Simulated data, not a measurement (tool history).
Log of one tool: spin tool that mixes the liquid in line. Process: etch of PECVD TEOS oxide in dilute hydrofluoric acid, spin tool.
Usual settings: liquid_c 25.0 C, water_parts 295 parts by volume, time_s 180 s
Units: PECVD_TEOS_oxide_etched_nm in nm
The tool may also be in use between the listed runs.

run	hour	liquid_c	water_parts	time_s	read-back film thickness of the PECVD TEOS oxide reference wafer, read on the same gauge (nm)	PECVD_TEOS_oxide_etched_nm
1	0.0	26.5	295	180	130.00	11.33
2	8.7	26.5	295	180	130.01	11.35
3	20.0	26.5	295	180	129.98	11.33
4	35.6	25.0	295	110	130.00	6.61
5	46.1	25.0	295	110	129.96	6.65
6	54.5	25.0	295	110	129.97	6.61
7	68.5	25.0	295	180	129.99	10.80
8	85.0	25.0	295	180	130.00	10.81
9	97.6	25.0	295	180	130.00	10.76
10	104.4	25.0	295	180	130.02	10.75
11	114.4	25.0	295	180	130.04	10.82
# hour 115.1: gauge calibrated
# hour 123.4: thermometer replaced
12	131.5	25.0	295	180	130.00	9.74
13	148.3	25.0	255	180	130.01	11.66
14	186.0	22.5	195	180	130.01	14.99
15	195.8	25.0	295	180	130.00	9.65
16	204.1	25.0	295	180	130.00	9.66
17	212.5	25.0	295	80	130.04	4.31
18	223.0	25.0	295	180	129.99	9.66
# hour 231.8: hydrofluoric acid flow meter replaced
19	236.0	27.5	415	285	129.99	11.46
20	245.3	25.0	380	180	129.99	7.58
21	262.2	27.5	295	230	130.01	14.67
22	313.8	25.0	295	275	129.99	16.10
23	328.7	28.0	295	180	129.99	11.77
24	345.2	23.5	440	180	130.00	5.95
25	358.7	25.0	295	110	130.01	6.44
26	374.6	22.5	295	105	129.99	5.67

Hidden state or all else? Some run-to-run changes of PECVD_TEOS_oxide_etched_nm, split into what the settings, what came in and random variation would give without the hidden state, and what is left for the hidden state (with any gauge scatter that isn't in both results):
The hidden state here: liquid hotter than its thermometer reads (K); hydrofluoric acid flow below the setpoint (%); gauge reads high (%).
Run 11 -> 12: gauge calibrated, thermometer replaced. PECVD_TEOS_oxide_etched_nm -1.08 nm: hidden state -1.11, all else +0.03.
Run 18 -> 19: liquid_c 25.0 -> 27.5, water_parts 295 -> 415, time_s 180 -> 285, hydrofluoric acid flow meter replaced. PECVD_TEOS_oxide_etched_nm +1.80 nm: hidden state +0.91, all else +0.89.
Run 20 -> 21: liquid_c 25.0 -> 27.5, water_parts 380 -> 295, time_s 180 -> 230. PECVD_TEOS_oxide_etched_nm +7.09 nm: hidden state +0.04, all else +7.05.
Run 23 -> 24: liquid_c 28.0 -> 23.5, water_parts 295 -> 440. PECVD_TEOS_oxide_etched_nm -5.82 nm: hidden state -0.03, all else -5.79.
